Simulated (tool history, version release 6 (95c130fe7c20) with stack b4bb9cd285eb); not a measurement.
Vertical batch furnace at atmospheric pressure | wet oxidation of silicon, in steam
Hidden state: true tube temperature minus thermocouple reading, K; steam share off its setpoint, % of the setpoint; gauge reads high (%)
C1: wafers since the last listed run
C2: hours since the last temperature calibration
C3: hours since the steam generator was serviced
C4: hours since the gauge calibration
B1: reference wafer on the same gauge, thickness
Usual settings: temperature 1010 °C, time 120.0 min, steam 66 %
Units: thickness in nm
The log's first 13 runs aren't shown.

{"run": 14, "hour": 575.5, "temperature": 1010, "time": 120.0, "steam": 66, "C1": 371, "C2": 1729.7, "C3": 74.0, "C4": 1052.3, "B1": 638.66, "thickness": 555.83}
{"hour": 605.6, "done": "thermocouples replaced and temperature profile calibrated"}
{"run": 15, "hour": 632.2, "temperature": 1010, "time": 120.0, "steam": 66, "C1": 347, "C2": 26.6, "C3": 130.7, "C4": 1109.0, "B1": 638.87, "thickness": 556.92}
{"run": 16, "hour": 671.5, "temperature": 1010, "time": 120.0, "steam": 66, "C1": 417, "C2": 65.9, "C3": 170.0, "C4": 1148.3, "B1": 638.91, "thickness": 554.27}
{"run": 17, "hour": 728.9, "temperature": 1026, "time": 164.5, "steam": 69, "C1": 610, "C2": 123.3, "C3": 227.4, "C4": 1205.7, "B1": 638.91, "thickness": 756.49}
{"run": 18, "hour": 798.8, "temperature": 1010, "time": 120.0, "steam": 66, "C1": 743, "C2": 193.2, "C3": 297.3, "C4": 1275.6, "B1": 638.94, "thickness": 557.48}
{"run": 19, "hour": 823.5, "temperature": 1010, "time": 120.0, "steam": 66, "C1": 262, "C2": 217.9, "C3": 322.0, "C4": 1300.3, "B1": 639.14, "thickness": 554.03}
{"run": 20, "hour": 872.9, "temperature": 1010, "time": 120.0, "steam": 66, "C1": 525, "C2": 267.3, "C3": 371.4, "C4": 1349.7, "B1": 638.93, "thickness": 553.95}
{"hour": 884.4, "done": "gauge calibrated"}
{"run": 21, "hour": 918.2, "temperature": 1010, "time": 120.0, "steam": 66, "C1": 481, "C2": 312.6, "C3": 416.7, "C4": 33.8, "B1": 639.35, "thickness": 558.16}
{"run": 22, "hour": 978.6, "temperature": 1010, "time": 148.0, "steam": 66, "C1": 642, "C2": 373.0, "C3": 477.1, "C4": 94.2, "B1": 639.45, "thickness": 632.56}
{"run": 23, "hour": 1011.1, "temperature": 998, "time": 66.0, "steam": 76, "C1": 345, "C2": 405.5, "C3": 509.6, "C4": 126.7, "B1": 638.89, "thickness": 377.71}
{"run": 24, "hour": 1049.5, "temperature": 998, "time": 161.0, "steam": 66, "C1": 408, "C2": 443.9, "C3": 548.0, "C4": 165.1, "B1": 639.06, "thickness": 622.28}
{"run": 25, "hour": 1082.8, "temperature": 1028, "time": 120.0, "steam": 69, "C1": 354, "C2": 477.2, "C3": 581.3, "C4": 198.4, "B1": 638.61, "thickness": 631.04}
{"run": 26, "hour": 1142.2, "temperature": 1017, "time": 120.0, "steam": 76, "C1": 631, "C2": 536.6, "C3": 640.7, "C4": 257.8, "B1": 639.34, "thickness": 630.99}
{"run": 27, "hour": 1211.8, "temperature": 1003, "time": 120.0, "steam": 66, "C1": 740, "C2": 606.2, "C3": 710.3, "C4": 327.4, "B1": 639.29, "thickness": 530.05}
{"run": 28, "hour": 1263.7, "temperature": 1010, "time": 120.0, "steam": 66, "C1": 551, "C2": 658.1, "C3": 762.2, "C4": 379.3, "B1": 638.88, "thickness": 553.16}
{"run": 29, "hour": 1327.9, "temperature": 1033, "time": 151.5, "steam": 62, "C1": 682, "C2": 722.3, "C3": 826.4, "C4": 443.5, "B1": 639.18, "thickness": 698.52}
{"run": 30, "hour": 1388.4, "temperature": 997, "time": 120.0, "steam": 75, "C1": 643, "C2": 782.8, "C3": 886.9, "C4": 504.0, "B1": 639.09, "thickness": 553.01}
{"run": 31, "hour": 1426.4, "temperature": 988, "time": 120.0, "steam": 66, "C1": 404, "C2": 820.8, "C3": 924.9, "C4": 542.0, "B1": 638.71, "thickness": 478.14}
{"run": 32, "hour": 1477.0, "temperature": 993, "time": 120.0, "steam": 73, "C1": 538, "C2": 871.4, "C3": 975.5, "C4": 592.6, "B1": 639.35, "thickness": 532.39}
{"run": 33, "hour": 1515.1, "temperature": 1035, "time": 149.0, "steam": 63, "C1": 405, "C2": 909.5, "C3": 1013.6, "C4": 630.7, "B1": 638.45, "thickness": 705.07}

4 ways to go on from here, each from the tool as it stands after run 33. What would each give?
{"run": "A", "hour": 1520.8, "temperature": 1010, "time": 120.0, "steam": 66, "C1": 60, "C2": 915.2, "C3": 1019.3, "C4": 636.4, "B1": "?", "thickness": "?"}
{"run": "B", "hour": 1520.8, "temperature": 1010, "time": 171.0, "steam": 66, "C1": 60, "C2": 915.2, "C3": 1019.3, "C4": 636.4, "B1": "?", "thickness": "?"}
{"run": "C", "hour": 1520.8, "temperature": 1010, "time": 97.0, "steam": 73, "C1": 60, "C2": 915.2, "C3": 1019.3, "C4": 636.4, "B1": "?", "thickness": "?"}
{"run": "D", "hour": 1520.8, "temperature": 1003, "time": 86.5, "steam": 60, "C1": 60, "C2": 915.2, "C3": 1019.3, "C4": 636.4, "B1": "?", "thickness": "?"}

run=A B1=639.26 thickness=553.84
run=B B1=639.26 thickness=691.69
run=C B1=639.26 thickness=515.47
run=D B1=639.26 thickness=400.66
Without the tool's hidden state the same runs would have given:
run=A thickness=557.30
run=B thickness=695.88
run=C thickness=518.73
run=D thickness=403.32

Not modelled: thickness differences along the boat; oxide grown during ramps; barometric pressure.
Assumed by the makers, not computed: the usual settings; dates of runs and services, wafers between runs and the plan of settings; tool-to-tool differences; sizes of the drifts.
